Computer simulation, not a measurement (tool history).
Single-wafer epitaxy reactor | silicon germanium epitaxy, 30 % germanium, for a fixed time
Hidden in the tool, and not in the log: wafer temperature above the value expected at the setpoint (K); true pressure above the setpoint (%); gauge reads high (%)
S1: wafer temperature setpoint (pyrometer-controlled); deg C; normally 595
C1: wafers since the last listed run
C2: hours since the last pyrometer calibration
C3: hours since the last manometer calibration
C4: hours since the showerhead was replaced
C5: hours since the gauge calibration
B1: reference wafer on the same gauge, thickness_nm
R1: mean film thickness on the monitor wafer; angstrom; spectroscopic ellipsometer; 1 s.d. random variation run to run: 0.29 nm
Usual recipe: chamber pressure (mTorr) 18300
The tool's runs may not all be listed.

run 1 hour=0.0 | S1=595 chamber_pressure_(mTorr)=18300 | C1=0 C2=250.3 C3=1726.1 C4=3802.0 C5=201.9 | B1=54.118 | R1=565.26
run 2 hour=34.3 | S1=591 chamber_pressure_(mTorr)=19700 | C1=362 C2=284.6 C3=1760.4 C4=3836.3 C5=236.2 | B1=53.948 | R1=539.74
run 3 hour=58.8 | S1=585 chamber_pressure_(mTorr)=18300 | C1=259 C2=309.1 C3=1784.9 C4=3860.8 C5=260.7 | B1=54.070 | R1=473.66
run 4 hour=125.1 | S1=585 chamber_pressure_(mTorr)=18300 | C1=701 C2=375.4 C3=1851.2 C4=3927.1 C5=327.0 | B1=54.175 | R1=479.57
run 5 hour=174.0 | S1=585 chamber_pressure_(mTorr)=18300 | C1=517 C2=424.3 C3=1900.1 C4=3976.0 C5=375.9 | B1=54.196 | R1=477.14
run 6 hour=214.0 | S1=595 chamber_pressure_(mTorr)=18300 | C1=423 C2=464.3 C3=1940.1 C4=4016.0 C5=415.9 | B1=54.033 | R1=563.86
run 7 hour=256.5 | S1=595 chamber_pressure_(mTorr)=18300 | C1=449 C2=506.8 C3=1982.6 C4=4058.5 C5=458.4 | B1=54.133 | R1=565.44
run 8 hour=308.0 | S1=601 chamber_pressure_(mTorr)=18300 | C1=544 C2=558.3 C3=2034.1 C4=4110.0 C5=509.9 | B1=53.973 | R1=620.52
run 9 hour=352.8 | S1=601 chamber_pressure_(mTorr)=18300 | C1=473 C2=603.1 C3=2078.9 C4=4154.8 C5=554.7 | B1=54.203 | R1=619.17
run 10 hour=407.5 | S1=595 chamber_pressure_(mTorr)=18300 | C1=578 C2=657.8 C3=2133.6 C4=4209.5 C5=609.4 | B1=54.091 | R1=562.21
run 11 hour=478.5 | S1=595 chamber_pressure_(mTorr)=18300 | C1=750 C2=728.8 C3=2204.6 C4=4280.5 C5=680.4 | B1=54.082 | R1=567.89
run 12 hour=528.7 | S1=595 chamber_pressure_(mTorr)=18300 | C1=530 C2=779.0 C3=2254.8 C4=4330.7 C5=730.6 | B1=54.016 | R1=568.51
run 13 hour=568.6 | S1=595 chamber_pressure_(mTorr)=18300 | C1=422 C2=818.9 C3=2294.7 C4=4370.6 C5=770.5 | B1=53.953 | R1=564.86
run 14 hour=592.8 | S1=592 chamber_pressure_(mTorr)=18300 | C1=255 C2=843.1 C3=2318.9 C4=4394.8 C5=794.7 | B1=54.090 | R1=536.96
run 15 hour=644.5 | S1=592 chamber_pressure_(mTorr)=18300 | C1=546 C2=894.8 C3=2370.6 C4=4446.5 C5=846.4 | B1=54.073 | R1=541.51
run 16 hour=710.9 | S1=595 chamber_pressure_(mTorr)=19900 | C1=702 C2=961.2 C3=2437.0 C4=4512.9 C5=912.8 | B1=54.172 | R1=588.30
run 17 hour=756.6 | S1=595 chamber_pressure_(mTorr)=19900 | C1=483 C2=1006.9 C3=2482.7 C4=4558.6 C5=958.5 | B1=54.205 | R1=586.75
-- hour=774.5 pyrometer calibrated
run 18 hour=795.1 | S1=595 chamber_pressure_(mTorr)=18300 | C1=322 C2=20.6 C3=2521.2 C4=4597.1 C5=997.0 | B1=54.156 | R1=569.27
run 19 hour=824.6 | S1=588 chamber_pressure_(mTorr)=20000 | C1=312 C2=50.1 C3=2550.7 C4=4626.6 C5=1026.5 | B1=54.063 | R1=521.11
run 20 hour=852.0 | S1=595 chamber_pressure_(mTorr)=18300 | C1=289 C2=77.5 C3=2578.1 C4=4654.0 C5=1053.9 | B1=54.069 | R1=567.84
run 21 hour=899.5 | S1=595 chamber_pressure_(mTorr)=21800 | C1=502 C2=125.0 C3=2625.6 C4=4701.5 C5=1101.4 | B1=54.097 | R1=608.85
run 22 hour=937.2 | S1=587 chamber_pressure_(mTorr)=16000 | C1=398 C2=162.7 C3=2663.3 C4=4739.2 C5=1139.1 | B1=54.071 | R1=475.26
-- hour=978.8 gauge calibrated
run 23 hour=998.5 | S1=609 chamber_pressure_(mTorr)=19600 | C1=648 C2=224.0 C3=2724.6 C4=4800.5 C5=19.7 | B1=54.183 | R1=729.56
-- hour=1082.3 showerhead replaced
-- hour=1171.4 capacitance manometer re-zeroed and calibrated
run 24 hour=1209.8 | S1=606 chamber_pressure_(mTorr)=21600 | C1=2065 C2=435.3 C3=38.4 C4=127.5 C5=231.0 | B1=54.113 | R1=696.72
run 25 hour=1249.7 | S1=586 chamber_pressure_(mTorr)=18300 | C1=422 C2=475.2 C3=78.3 C4=167.4 C5=270.9 | B1=54.037 | R1=474.43
run 26 hour=1299.8 | S1=604 chamber_pressure_(mTorr)=19900 | C1=529 C2=525.3 C3=128.4 C4=217.5 C5=321.0 | B1=54.213 | R1=655.30
run 27 hour=1370.3 | S1=595 chamber_pressure_(mTorr)=18300 | C1=745 C2=595.8 C3=198.9 C4=288.0 C5=391.5 | B1=54.111 | R1=553.85
run 28 hour=1413.2 | S1=587 chamber_pressure_(mTorr)=21200 | C1=453 C2=638.7 C3=241.8 C4=330.9 C5=434.4 | B1=54.105 | R1=514.11
run 29 hour=1471.5 | S1=599 chamber_pressure_(mTorr)=15400 | C1=616 C2=697.0 C3=300.1 C4=389.2 C5=492.7 | B1=54.108 | R1=554.92
run 30 hour=1541.4 | S1=595 chamber_pressure_(mTorr)=18300 | C1=739 C2=766.9 C3=370.0 C4=459.1 C5=562.6 | B1=54.073 | R1=551.46
run 31 hour=1579.9 | S1=607 chamber_pressure_(mTorr)=22100 | C1=407 C2=805.4 C3=408.5 C4=497.6 C5=601.1 | B1=54.092 | R1=718.76
run 32 hour=1613.0 | S1=599 chamber_pressure_(mTorr)=16800 | C1=350 C2=838.5 C3=441.6 C4=530.7 C5=634.2 | B1=54.120 | R1=572.06
run 33 hour=1680.1 | S1=590 chamber_pressure_(mTorr)=13800 | C1=709 C2=905.6 C3=508.7 C4=597.8 C5=701.3 | B1=54.063 | R1=462.22
run 34 hour=1742.6 | S1=595 chamber_pressure_(mTorr)=14400 | C1=661 C2=968.1 C3=571.2 C4=660.3 C5=763.8 | B1=54.146 | R1=504.43

5 ways to go on from here, each from the tool as it stands after run 34. What would each give?
run A hour=1743.0 | S1=595 chamber_pressure_(mTorr)=19600 | C1=4 C2=968.5 C3=571.6 C4=660.7 C5=764.2 | B1=? | R1=?
run B hour=1743.0 | S1=589 chamber_pressure_(mTorr)=21000 | C1=4 C2=968.5 C3=571.6 C4=660.7 C5=764.2 | B1=? | R1=?
run C hour=1743.0 | S1=601 chamber_pressure_(mTorr)=16300 | C1=4 C2=968.5 C3=571.6 C4=660.7 C5=764.2 | B1=? | R1=?
run D hour=1743.0 | S1=586 chamber_pressure_(mTorr)=16000 | C1=4 C2=968.5 C3=571.6 C4=660.7 C5=764.2 | B1=? | R1=?
run E hour=1743.0 | S1=595 chamber_pressure_(mTorr)=14500 | C1=4 C2=968.5 C3=571.6 C4=660.7 C5=764.2 | B1=? | R1=?

run=A B1=53.920 R1=563.80
run=B B1=53.920 R1=524.23
run=C B1=53.920 R1=580.88
run=D B1=53.920 R1=451.77
run=E B1=53.920 R1=505.51
With the hidden condition removed and each run's random variation left untouched, the same runs would have given:
run=A R1=564.29
run=B R1=524.69
run=C R1=581.38
run=D R1=452.17
run=E R1=505.95

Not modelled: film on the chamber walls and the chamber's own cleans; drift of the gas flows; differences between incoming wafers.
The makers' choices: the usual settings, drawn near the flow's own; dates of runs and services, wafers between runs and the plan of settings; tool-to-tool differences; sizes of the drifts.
